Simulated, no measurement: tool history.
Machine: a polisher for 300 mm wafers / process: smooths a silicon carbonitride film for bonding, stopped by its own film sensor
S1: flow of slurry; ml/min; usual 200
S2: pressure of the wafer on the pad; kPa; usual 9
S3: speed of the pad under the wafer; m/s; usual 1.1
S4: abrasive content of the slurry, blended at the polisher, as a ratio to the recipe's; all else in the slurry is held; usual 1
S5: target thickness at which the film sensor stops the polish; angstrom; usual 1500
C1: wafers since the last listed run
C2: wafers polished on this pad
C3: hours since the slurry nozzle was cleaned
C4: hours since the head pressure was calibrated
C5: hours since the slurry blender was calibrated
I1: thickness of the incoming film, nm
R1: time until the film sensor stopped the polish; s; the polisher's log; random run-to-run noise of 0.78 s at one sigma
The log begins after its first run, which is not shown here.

run	hour	S1	S2	S3	S4	S5	C1	C2	C3	C4	C5	I1	R1
2	8.9	200	9	1.1	1	1500	68	673	487.3	679.9	177.3	159.1	59.3
3	20.7	200	9	1.1	1	1500	90	764	499.1	691.7	189.1	160.5	70.1
4	37.8	200	9	1.1	1	1500	131	895	516.2	708.8	206.2	158.8	56.6
5	47.8	200	9	1.1	1	1500	76	972	526.2	718.8	216.2	158.9	59.6
# hour 54.5: worn pad replaced by a new one
6	61.1	200	9	1.1	1	1500	71	50	539.5	732.1	229.5	160.4	70.7
7	70.3	200	9	1.1	1	1500	70	121	548.7	741.3	238.7	157.6	51.8
8	82.9	200	9	1.1	1	1500	96	217	561.3	753.9	251.3	157.4	49.9
9	89.9	200	9	1.1	1	1500	53	271	568.3	760.9	258.3	160.8	75.9
# hour 103.4: slurry nozzle cleaned
10	103.9	200	9	1.1	1	1500	99	371	0.5	774.9	272.3	160.4	72.3
# hour 109.8: slurry blender recalibrated
11	115	200	9	1.1	1	1500	69	441	11.6	786	5.2	160.4	65
# hour 124.2: head pressure recalibrated
12	125.2	200	9	1.1	1	1500	62	504	21.8	1	15.4	161.4	70.5
13	138.1	200	11.7	1.1	1	1500	99	603	34.7	13.9	28.3	158.4	40.1
14	151.5	200	9	1.1	1.25	1500	102	706	48.1	27.3	41.7	161.3	61.8
15	157.9	200	9	1.1	1	1500	49	755	54.5	33.7	48.1	161.6	72.9
16	164.3	200	9	1.1	1	1500	49	804	60.9	40.1	54.5	161.3	69.9
17	174.5	200	11.7	1.1	1	1490	78	882	71.1	50.3	64.7	160.1	52.8
# hour 186.6: worn pad replaced by a new one
18	187.1	215	9	1.1	1	1500	66	3	83.7	62.9	77.3	159.7	61.7
19	193.6	200	9	1.1	1	1500	49	53	90.2	69.4	83.8	160	64
20	205.6	140	9	1.1	1	1480	92	145	102.2	81.4	95.8	160.2	81.4
21	217.2	225	11	1.1	1	1510	89	234	113.8	93	107.4	159.9	44.4
22	227.4	200	9	1.1	1	1500	78	313	124	103.2	117.6	161.2	71.3
23	237.6	250	6.2	1.1	0.8	1500	78	391	134.2	113.4	127.8	158.9	97.8

What will run 24 give?
24	243.7	150	9	1.1	1	1500	46	438	140.3	119.5	133.9	159.3	?

{"run 24": {"R1": 60.3}}
Take away the tool's hidden state, keep the run-to-run variation as it was, and the same run would have given R1 58.4 s.
